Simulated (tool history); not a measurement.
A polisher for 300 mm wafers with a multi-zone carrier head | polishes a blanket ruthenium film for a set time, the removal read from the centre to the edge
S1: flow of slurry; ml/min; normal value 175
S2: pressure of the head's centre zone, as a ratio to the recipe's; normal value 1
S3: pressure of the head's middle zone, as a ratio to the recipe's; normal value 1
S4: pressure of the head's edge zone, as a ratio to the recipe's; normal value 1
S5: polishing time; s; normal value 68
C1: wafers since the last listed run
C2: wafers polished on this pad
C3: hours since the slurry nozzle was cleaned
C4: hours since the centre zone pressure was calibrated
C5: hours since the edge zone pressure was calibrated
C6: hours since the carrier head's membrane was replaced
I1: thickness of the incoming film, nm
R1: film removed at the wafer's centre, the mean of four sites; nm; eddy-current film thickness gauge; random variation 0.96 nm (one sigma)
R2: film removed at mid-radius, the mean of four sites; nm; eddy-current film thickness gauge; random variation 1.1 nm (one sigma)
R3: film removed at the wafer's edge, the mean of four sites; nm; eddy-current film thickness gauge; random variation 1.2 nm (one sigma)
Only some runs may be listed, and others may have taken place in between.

{"run": 1, "hour": 0.0, "S1": 175, "S2": 1, "S3": 1, "S4": 0.97, "S5": 68, "C1": 0, "C2": 1604, "C3": 166, "C4": 604.8, "C5": 490, "C6": 535.5, "I1": 273.5, "R1": 82.5, "R2": 80.5, "R3": 76}
{"run": 2, "hour": 54.8, "S1": 155, "S2": 1.04, "S3": 0.96, "S4": 1, "S5": 82, "C1": 435, "C2": 2040, "C3": 220.8, "C4": 659.6, "C5": 544.8, "C6": 590.3, "I1": 264.9, "R1": 97.6, "R2": 95, "R3": 92.8}
{"hour": 128.5, "done": "centre zone pressure recalibrated"}
{"hour": 250.2, "done": "edge zone pressure recalibrated"}
{"run": 3, "hour": 353.3, "S1": 175, "S2": 1, "S3": 1, "S4": 1, "S5": 68, "C1": 2342, "C2": 4383, "C3": 519.3, "C4": 224.8, "C5": 103.1, "C6": 888.8, "I1": 271.3, "R1": 77.4, "R2": 78.7, "R3": 77.8}
{"hour": 475.5, "done": "slurry nozzle cleaned"}
{"run": 4, "hour": 517.1, "S1": 175, "S2": 1, "S3": 1, "S4": 1, "S5": 68, "C1": 1295, "C2": 5678, "C3": 41.6, "C4": 388.6, "C5": 266.9, "C6": 1052.6, "I1": 267.8, "R1": 73.9, "R2": 75.6, "R3": 74.5}
{"hour": 574.8, "done": "worn pad replaced by a new one"}
{"run": 5, "hour": 619.6, "S1": 195, "S2": 1.1, "S3": 0.92, "S4": 1, "S5": 68, "C1": 783, "C2": 356, "C3": 144.1, "C4": 491.1, "C5": 369.4, "C6": 1155.1, "I1": 271.6, "R1": 92.1, "R2": 79.5, "R3": 80.9}
{"run": 6, "hour": 721.5, "S1": 235, "S2": 1, "S3": 1, "S4": 0.91, "S5": 68, "C1": 810, "C2": 1167, "C3": 246, "C4": 593, "C5": 471.3, "C6": 1257, "I1": 272, "R1": 86.4, "R2": 84.9, "R3": 78.6}
{"run": 7, "hour": 775.6, "S1": 175, "S2": 1.05, "S3": 0.96, "S4": 1, "S5": 68, "C1": 430, "C2": 1597, "C3": 300.1, "C4": 647.1, "C5": 525.4, "C6": 1311.1, "I1": 266.6, "R1": 86.3, "R2": 79.1, "R3": 81.9}
{"hour": 806.6, "done": "centre zone pressure recalibrated"}
{"hour": 820.3, "done": "carrier head's membrane replaced by a new one"}
{"run": 8, "hour": 856.9, "S1": 175, "S2": 1, "S3": 1, "S4": 1, "S5": 68, "C1": 591, "C2": 2188, "C3": 381.4, "C4": 50.3, "C5": 606.7, "C6": 36.6, "I1": 268.5, "R1": 82.4, "R2": 83, "R3": 80.5}
{"run": 9, "hour": 919.5, "S1": 175, "S2": 0.9, "S3": 1, "S4": 0.88, "S5": 68, "C1": 498, "C2": 2686, "C3": 444, "C4": 112.9, "C5": 669.3, "C6": 99.2, "I1": 267.9, "R1": 73.1, "R2": 80.2, "R3": 74.6}
{"run": 10, "hour": 956.6, "S1": 175, "S2": 1, "S3": 1, "S4": 1, "S5": 68, "C1": 295, "C2": 2982, "C3": 481.1, "C4": 150, "C5": 706.4, "C6": 136.3, "I1": 267.3, "R1": 80.3, "R2": 80.9, "R3": 78.9}
{"run": 11, "hour": 1034.7, "S1": 175, "S2": 1, "S3": 1, "S4": 1, "S5": 68, "C1": 621, "C2": 3603, "C3": 559.2, "C4": 228.1, "C5": 784.5, "C6": 214.4, "I1": 269.9, "R1": 79.6, "R2": 79.5, "R3": 79.5}
{"hour": 1099.8, "done": "edge zone pressure recalibrated"}
{"run": 12, "hour": 1112.3, "S1": 140, "S2": 1, "S3": 1.05, "S4": 1, "S5": 68, "C1": 601, "C2": 4204, "C3": 636.8, "C4": 305.7, "C5": 12.5, "C6": 292, "I1": 270.4, "R1": 75.3, "R2": 78.3, "R3": 76.7}
{"run": 13, "hour": 1178.0, "S1": 230, "S2": 0.94, "S3": 1, "S4": 1.09, "S5": 68, "C1": 522, "C2": 4727, "C3": 702.5, "C4": 371.4, "C5": 78.2, "C6": 357.7, "I1": 268.6, "R1": 77, "R2": 83.9, "R3": 80.3}
{"hour": 1229.9, "done": "slurry nozzle cleaned"}
{"run": 14, "hour": 1269.0, "S1": 145, "S2": 1.05, "S3": 1.07, "S4": 1.1, "S5": 68, "C1": 716, "C2": 5443, "C3": 39.1, "C4": 462.4, "C5": 169.2, "C6": 448.7, "I1": 271.3, "R1": 76.1, "R2": 77.6, "R3": 77.1}
{"hour": 1312.6, "done": "worn pad replaced by a new one"}
{"run": 15, "hour": 1342.0, "S1": 175, "S2": 1, "S3": 1, "S4": 0.95, "S5": 68, "C1": 548, "C2": 233, "C3": 112.1, "C4": 535.4, "C5": 242.2, "C6": 521.7, "I1": 272.6, "R1": 83.4, "R2": 83.8, "R3": 79.9}
{"run": 16, "hour": 1384.8, "S1": 175, "S2": 1, "S3": 1, "S4": 1.09, "S5": 68, "C1": 340, "C2": 574, "C3": 154.9, "C4": 578.2, "C5": 285, "C6": 564.5, "I1": 272.2, "R1": 83.3, "R2": 80.6, "R3": 85.8}
{"hour": 1474.2, "done": "centre zone pressure recalibrated"}
{"run": 17, "hour": 1475.0, "S1": 175, "S2": 1, "S3": 1.05, "S4": 0.94, "S5": 68, "C1": 701, "C2": 1275, "C3": 245.1, "C4": 0.8, "C5": 375.2, "C6": 654.7, "I1": 269.6, "R1": 80.7, "R2": 83.5, "R3": 78.1}
{"run": 18, "hour": 1556.1, "S1": 175, "S2": 0.91, "S3": 0.96, "S4": 1, "S5": 68, "C1": 645, "C2": 1920, "C3": 326.2, "C4": 81.9, "C5": 456.3, "C6": 735.8, "I1": 270.7, "R1": 72.8, "R2": 78.8, "R3": 78.6}
{"run": 19, "hour": 1630.9, "S1": 175, "S2": 1.05, "S3": 0.96, "S4": 1, "S5": 68, "C1": 595, "C2": 2516, "C3": 401, "C4": 156.7, "C5": 531.1, "C6": 810.6, "I1": 266.2, "R1": 83.5, "R2": 79, "R3": 79.1}
{"run": 20, "hour": 1687.1, "S1": 135, "S2": 1.09, "S3": 0.89, "S4": 1, "S5": 68, "C1": 447, "C2": 2963, "C3": 457.2, "C4": 212.9, "C5": 587.3, "C6": 866.8, "I1": 266.9, "R1": 83.4, "R2": 68.8, "R3": 75.8}
{"run": 21, "hour": 1741.7, "S1": 175, "S2": 1, "S3": 1, "S4": 1, "S5": 68, "C1": 434, "C2": 3397, "C3": 511.8, "C4": 267.5, "C5": 641.9, "C6": 921.4, "I1": 271.5, "R1": 78.8, "R2": 80.1, "R3": 79.7}
{"run": 22, "hour": 1839.2, "S1": 175, "S2": 1, "S3": 1, "S4": 1.04, "S5": 68, "C1": 775, "C2": 4173, "C3": 609.3, "C4": 365, "C5": 739.4, "C6": 1018.9, "I1": 272.2, "R1": 78, "R2": 79.2, "R3": 78}

Entry by entry between the runs, the difference in hidden state between the last listed run before and the first listed run after:
Runs 2 to 3: centre zone pressure recalibrated (hour 128.5); edge zone pressure recalibrated (hour 250.2)
  removal rate lost through wear of the pad, %: 2.04 -> 5.74
  what was measured, less what the result would be without the hidden state, R1: -2.1 -> -4.7 nm; R2: -2 -> -4.7 nm; R3: -1.9 -> -4.7 nm
Runs 3 to 4: slurry nozzle cleaned (hour 475.5)
  removal rate lost through wear of the pad, %: 5.74 -> 8.93
  what was measured, less what the result would be without the hidden state, R1: -4.7 -> -7.3 nm; R2: -4.7 -> -7.4 nm; R3: -4.7 -> -7.3 nm
Runs 4 to 5: worn pad replaced by a new one (hour 574.8)
  removal rate lost through wear of the pad, %: 8.93 -> 0.277
  what was measured, less what the result would be without the hidden state, R1: -7.3 -> -0.2 nm; R2: -7.4 -> -0.3 nm; R3: -7.3 -> -0.2 nm
Runs 7 to 8: centre zone pressure recalibrated (hour 806.6); carrier head's membrane replaced by a new one (hour 820.3)
  removal rate lost through wear of the pad, %: 0.862 -> 1.46
  what was measured, less what the result would be without the hidden state, R1: -0.7 -> -1.2 nm; R2: -0.7 -> -1.2 nm; R3: -0.7 -> -1.2 nm
Runs 11 to 12: edge zone pressure recalibrated (hour 1099.8)
  removal rate lost through wear of the pad, %: 3.47 -> 4.65
  what was measured, less what the result would be without the hidden state, R1: -2.9 -> -3.7 nm; R2: -2.8 -> -3.9 nm; R3: -2.8 -> -3.7 nm
Runs 13 to 14: slurry nozzle cleaned (hour 1229.9)
  removal rate lost through wear of the pad, %: 5.8 -> 7.6
  what was measured, less what the result would be without the hidden state, R1: -4.8 -> -6.2 nm; R2: -5.1 -> -6.4 nm; R3: -5 -> -6.3 nm
Runs 14 to 15: worn pad replaced by a new one (hour 1312.6)
  removal rate lost through wear of the pad, %: 7.6 -> 0.336
  what was measured, less what the result would be without the hidden state, R1: -6.2 -> -0.3 nm; R2: -6.4 -> -0.2 nm; R3: -6.3 -> -0.3 nm
Runs 16 to 17: centre zone pressure recalibrated (hour 1474.2)
  removal rate lost through wear of the pad, %: 0.402 -> 0.725
  what was measured, less what the result would be without the hidden state, R1: -0.3 -> -0.6 nm; R2: -0.3 -> -0.6 nm; R3: -0.3 -> -0.5 nm

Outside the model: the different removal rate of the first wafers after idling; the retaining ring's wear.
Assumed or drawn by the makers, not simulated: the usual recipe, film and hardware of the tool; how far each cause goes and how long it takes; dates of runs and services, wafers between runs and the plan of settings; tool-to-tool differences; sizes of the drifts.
